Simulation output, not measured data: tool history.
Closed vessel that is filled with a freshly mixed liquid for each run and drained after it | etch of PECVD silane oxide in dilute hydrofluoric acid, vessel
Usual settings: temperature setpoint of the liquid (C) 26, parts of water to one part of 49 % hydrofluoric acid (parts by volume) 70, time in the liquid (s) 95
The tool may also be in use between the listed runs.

run	hour	temperature setpoint of the liquid (C)	parts of water to one part of 49 % hydrofluoric acid (parts by volume)	time in the liquid (s)	read-back film thickness of the PECVD silane oxide reference wafer, read on the same gauge (nm)	thickness taken off the PECVD silane oxide on a monitor wafer (angstrom)
1	0	26	50	95	100.01	805.5
2	90.6	26	50	95	100.01	800.2
3	168.2	26	50	95	100.05	806.3
4	204.8	26	70	95	99.99	566.9
5	295.4	26	70	95	100	569.2
6	373.9	26	70	95	99.95	564.4
# hour 443.5: hydrofluoric acid flow meter replaced
7	472.6	30	70	115	100.02	752.5
8	520.9	30	70	115	100.01	755
9	588.3	21	60	120	100	653.7
10	632.3	26	85	95	99.99	432.7
11	710.9	26	70	95	99.97	535.1
12	785.6	26	90	95	100.02	404.6
# hour 819.9: thermometer replaced
13	848.5	23.5	70	95	100.02	489.6
# hour 878: gauge calibrated
14	938.6	29.5	70	95	99.98	617.4
15	1254.4	22	40	95	99.96	838.3
16	1323.7	26	70	45	100	260.4
17	1410.2	26	95	115	100.01	475.4

Forecast each of these 3 alternatives for the next run:
A	1410.9	26	70	95	?	?
B	1410.9	26	70	145	?	?
C	1410.9	26	100	60	?	?

run	read-back film thickness of the PECVD silane oxide reference wafer, read on the same gauge (nm)	thickness taken off the PECVD silane oxide on a monitor wafer (angstrom)
A	100.03	551.7
B	100.03	842.1
C	100.03	234.7
Without the tool's hidden state the same runs would have given:
run	thickness taken off the PECVD silane oxide on a monitor wafer (angstrom)
A	533
B	813.5
C	226.5
